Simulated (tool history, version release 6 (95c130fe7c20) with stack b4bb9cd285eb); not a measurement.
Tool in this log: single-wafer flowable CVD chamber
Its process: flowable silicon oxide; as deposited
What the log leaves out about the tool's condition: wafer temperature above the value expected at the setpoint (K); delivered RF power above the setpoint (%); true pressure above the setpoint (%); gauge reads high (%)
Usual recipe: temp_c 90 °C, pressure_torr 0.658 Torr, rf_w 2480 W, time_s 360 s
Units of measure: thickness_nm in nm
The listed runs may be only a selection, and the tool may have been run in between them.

run   hour  temp_c  pressure_torr  rf_w  time_s  wafers since the last listed run  hours since the last thermocouple change  hours since the last RF generator calibration  hours since the last manometer calibration  hours since the showerhead was replaced  hours since the gauge calibration  read-back reference wafer on the same gauge, thickness_nm  thickness_nm
  1      0      90          0.754  2480     360                                 0                                     300.7                                         1701.3                                       816.6                                   5021.6                              247.2                                                    214.994        295.03
  2   21.5      90          0.754  2480     360                               102                                     322.2                                         1722.8                                       838.1                                   5043.1                              268.7                                                    215.121       294.616
  3   56.3      90          0.754  2480     360                               166                                       357                                         1757.6                                       872.9                                   5077.9                              303.5                                                    215.161       292.049
  4   87.7      90          0.658  2480     313                               149                                     388.4                                           1789                                       904.3                                   5109.3                              334.9                                                    215.108       228.602
  5  116.9      90          0.658  2865     360                               139                                     417.6                                         1818.2                                       933.5                                   5138.5                              364.1                                                    214.883       265.266
  6  139.9      98          0.658  2480     360                               109                                     440.6                                         1841.2                                       956.5                                   5161.5                              387.1                                                    215.385       209.133
  7  153.4      98          0.658  2480     360                                64                                     454.1                                         1854.7                                         970                                     5175                              400.6                                                    215.296       208.582
  8  168.6      90          0.658  2480     360                                72                                     469.3                                         1869.9                                       985.2                                   5190.2                              415.8                                                    215.059       263.536
  9  195.8      90          0.658  2480     360                               129                                     496.5                                         1897.1                                      1012.4                                   5217.4                                443                                                    215.102       263.191
 10  208.6      90          0.658  2480     360                                61                                     509.3                                         1909.9                                      1025.2                                   5230.2                              455.8                                                    214.816       263.763
 11  233.2      90          0.658  2480     306                               117                                     533.9                                         1934.5                                      1049.8                                   5254.8                              480.4                                                    215.189       224.322
     248.7  -- showerhead replaced
 12  258.9      90          0.658  2480     306                                84                                     559.6                                         1960.2                                      1075.5                                     10.2                              506.1                                                    214.917        225.99
     269.4  -- gauge calibrated
 13  278.6      90          0.658  2480     360                                94                                     579.3                                         1979.9                                      1095.2                                     29.9                                9.2                                                    214.907       263.806
     308.7  -- RF generator calibrated
 14  309.2      90          0.658  2715     360                               107                                     609.9                                            0.5                                      1125.8                                     60.5                               39.8                                                    214.705       267.362
 15  326.4      90           0.78  2480     400                                82                                     627.1                                           17.7                                        1143                                     77.7                                 57                                                    215.103       344.366
 16  346.4      90          0.658  2480     360                                95                                     647.1                                           37.7                                        1163                                     97.7                                 77                                                    215.364       265.021
     370.8  -- capacitance manometer re-zeroed and calibrated
 17  441.3      90          0.658  2480     360                               414                                       742                                          132.6                                        70.5                                    192.6                              171.9                                                    214.893       235.377
 18  459.9      99          0.658  2480     319                                88                                     760.6                                          151.2                                        89.1                                    211.2                              190.5                                                    215.361       161.531
 19  488.6      90          0.658  2815     360                               137                                     789.3                                          179.9                                       117.8                                    239.9                              219.2                                                    214.967       241.645
 20  502.1      90          0.658  2480     360                                64                                     802.8                                          193.4                                       131.3                                    253.4                              232.7                                                    215.043       237.457
 21  528.7      78          0.594  2285     310                               126                                     829.4                                            220                                       157.9                                      280                              259.3                                                    214.933       253.894
 22  542.8      90          0.658  2480     360                                67                                     843.5                                          234.1                                         172                                    294.1                              273.4                                                    215.093       236.178
     553.6  -- thermocouple changed; heater temperature recalibrated
 23  564.5      90          0.658  2710     417                                65                                      10.9                                          255.8                                       193.7                                    315.8                              295.1                                                    215.065       279.686
       577  -- capacitance manometer re-zeroed and calibrated, repeated, since the last time left the tool worse
 24    592      90          0.658  2160     360                                93                                      38.4                                          283.3                                          15                                    343.3                              322.6                                                      214.7        250.76
 25  620.4      81          0.658  2480     395                               135                                      66.8                                          311.7                                        43.4                                    371.7                                351                                                    215.358       354.867
 26  643.3     104          0.658  2675     306                               109                                      89.7                                          334.6                                        66.3                                    394.6                              373.9                                                    214.808       144.878
     666.5  -- gauge calibrated
 27  734.9      90          0.658  2480     360                               437                                     181.3                                          426.2                                       157.9                                    486.2                               68.4                                                    214.802       254.084
 28  767.1     102          0.759  2480     360                               153                                     213.5                                          458.4                                       190.1                                    518.4                              100.6                                                    214.764       205.582
 29  791.5      81          0.658  2335     360                               116                                     237.9                                          482.8                                       214.5                                    542.8                                125                                                      214.9       321.075

3 options for the next run, each taken on its own from the tool as it stands now. Forecast them:
  A   792     104          0.658  2480     360                                 2                                     238.4                                          483.3                                         215                                    543.3                              125.5                                                          ?             ?
  B   792      77          0.658  2100     360                                 2                                     238.4                                          483.3                                         215                                    543.3                              125.5                                                          ?             ?
  C   792      76          0.731  2795     337                                 2                                     238.4                                          483.3                                         215                                    543.3                              125.5                                                          ?             ?

run  read-back reference wafer on the same gauge, thickness_nm  thickness_nm
  A                                                    215.081       170.444
  B                                                    215.081       350.234
  C                                                    215.081        383.49
Take away the tool's hidden state, keep each run's random variation, and the runs would have read:
run  thickness_nm
  A       170.394
  B       350.131
  C       383.377

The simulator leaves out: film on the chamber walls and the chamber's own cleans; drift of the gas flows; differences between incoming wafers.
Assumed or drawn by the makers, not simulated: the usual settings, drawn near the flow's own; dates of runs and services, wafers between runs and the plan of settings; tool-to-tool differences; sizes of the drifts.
